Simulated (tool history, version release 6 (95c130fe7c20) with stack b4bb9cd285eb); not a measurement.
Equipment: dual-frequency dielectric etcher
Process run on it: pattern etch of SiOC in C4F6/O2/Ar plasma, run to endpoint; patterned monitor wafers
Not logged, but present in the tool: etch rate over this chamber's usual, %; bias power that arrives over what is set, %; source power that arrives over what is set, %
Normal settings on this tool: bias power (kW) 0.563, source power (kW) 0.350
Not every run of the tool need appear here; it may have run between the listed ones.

run,hour,bias power (kW),source power (kW),wafers since the last listed run,hours since the last wet clean,hours since the last bias power generator calibration,hours since the last source power generator calibration,hours since the last upper electrode change,"incoming incoming film thickness, nm",endpoint time (s)
1,0.0,0.597,0.350,0,427.7,924.4,2996.1,3272.7,37.62,12.0
2,70.2,0.608,0.380,1636,497.9,994.6,3066.3,3342.9,37.57,11.6
3,271.9,0.508,0.350,4701,699.6,1196.3,3268.0,3544.6,37.33,12.3
4,363.0,0.508,0.350,2123,790.7,1287.4,3359.1,3635.7,37.62,12.3
# hour 406.9: wet clean of the chamber
5,407.4,0.508,0.350,475,0.5,1331.8,3403.5,3680.1,37.53,12.3
6,465.5,0.563,0.390,1354,58.6,1389.9,3461.6,3738.2,37.02,11.6
# hour 720.1: bias power generator calibrated
7,725.2,0.563,0.390,5960,318.3,5.1,3721.3,3997.9,37.43,11.7
8,941.9,0.563,0.350,5051,535.0,221.8,3938.0,4214.6,37.55,12.1
9,1002.9,0.563,0.350,1421,596.0,282.8,3999.0,4275.6,37.45,12.0
10,1108.1,0.563,0.350,2452,701.2,388.0,4104.2,4380.8,37.14,11.9
# hour 1113.9: source power generator calibrated
11,1172.3,0.650,0.350,1403,765.4,452.2,58.4,4445.0,37.26,11.5
# hour 1233.0: upper electrode replaced
12,1257.2,0.563,0.350,1419,850.3,537.1,143.3,24.2,37.58,12.0
# hour 1310.7: wet clean of the chamber
13,1346.4,0.454,0.430,1519,35.7,626.3,232.5,113.4,37.16,11.7
14,1442.2,0.563,0.310,2233,131.5,722.1,328.3,209.2,37.35,12.2
15,1487.6,0.615,0.350,1058,176.9,767.5,373.7,254.6,37.20,11.7
16,1536.2,0.495,0.270,1132,225.5,816.1,422.3,303.2,37.60,13.1
17,1642.7,0.646,0.430,2482,332.0,922.6,528.8,409.7,37.50,11.2
18,1736.8,0.563,0.350,2193,426.1,1016.7,622.9,503.8,37.52,12.1
19,1831.5,0.520,0.420,2207,520.8,1111.4,717.6,598.5,37.26,11.5
20,1914.9,0.602,0.400,1944,604.2,1194.8,801.0,681.9,37.82,11.6
21,1982.3,0.454,0.430,1571,671.6,1262.2,868.4,749.3,37.43,12.0

The next listed run, before its measurement:
22,2070.9,0.563,0.350,2065,760.2,1350.8,957.0,837.9,37.51,?

endpoint time (s): 12.0
On a tool with no hidden condition, and with the same random variation, this run would have come out at endpoint time (s) 12.0.

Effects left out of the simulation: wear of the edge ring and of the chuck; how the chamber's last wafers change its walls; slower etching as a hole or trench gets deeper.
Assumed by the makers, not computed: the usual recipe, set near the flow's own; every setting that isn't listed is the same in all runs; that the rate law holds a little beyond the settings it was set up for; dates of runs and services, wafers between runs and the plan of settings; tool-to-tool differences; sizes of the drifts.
